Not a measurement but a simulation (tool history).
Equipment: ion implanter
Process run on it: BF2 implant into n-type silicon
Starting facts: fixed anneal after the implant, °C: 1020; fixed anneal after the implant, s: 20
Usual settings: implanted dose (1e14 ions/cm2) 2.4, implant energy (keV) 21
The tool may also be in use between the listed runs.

run	hour	implanted dose (1e14 ions/cm2)	implant energy (keV)	read-back reference wafer on the same gauge, sheet resistance	sheet resistance of the implanted and annealed layer (ohm/square)
1	0	2.4	21	449.49	397.63
2	53.3	2.4	21	448.54	397.17
3	83	2.4	15.5	449.64	411.89
4	139	2.4	15.5	448.83	409.71
5	169.6	2.4	21	449.19	396.59
6	238.3	2.4	21	450	396.36
7	345.8	2.4	21	449.18	395.71
8	377.4	2.4	21	448.26	396.66
9	412.4	2.87	21	449.27	340.25
# hour 424.4: extraction supply calibrated
# hour 475.8: gauge calibrated
10	477.7	2.4	16.5	449.31	403.45
11	510.8	2.4	21	449.18	394.55
12	563.9	2.4	21	448.5	395.08
13	617	2.16	21	448.68	431.39
# hour 635.8: Faraday cup replaced and dose calibrated
14	684.4	3.05	19	448.9	334.96
15	729.9	2.4	21	449.1	406.43
16	778	2.4	21	449.32	403.59
17	812.6	2.4	21	449.68	403.16
18	858.7	1.85	25	448.62	495.81
19	926.8	2.8	16	449.38	364.78
20	994.6	2.4	18	448.23	410.17
21	1046.2	2.4	21	448.83	403.96
22	1081.6	2.4	21	448.64	403.5
23	1127.7	2.87	25.5	449.09	339.9
24	1172.5	2.4	27	448.95	392.7
25	1198.2	2.85	21	449.27	348.01
# hour 1375.2: gauge calibrated
26	1406.4	2.12	17	449.77	454.89

What would each run have given without the hidden state, its run-to-run variation left as it was?
Hidden state present: deviation of the true dose from the Faraday cup's reading, %; deviation of the true energy from its setpoint, %; gauge reads high (%).
run	sheet resistance of the implanted and annealed layer (ohm/square)
1	407.94
2	407.84
3	423.11
4	421.25
5	408.02
6	408.24
7	408.3
8	409.49
9	351.34
10	417.15
11	408.2
12	409.11
13	447.16
14	337.87
15	410.37
16	407.84
17	407.64
18	501.64
19	369.39
20	416
21	410.05
22	409.83
23	345.5
24	399.42
25	354.1
26	464.66
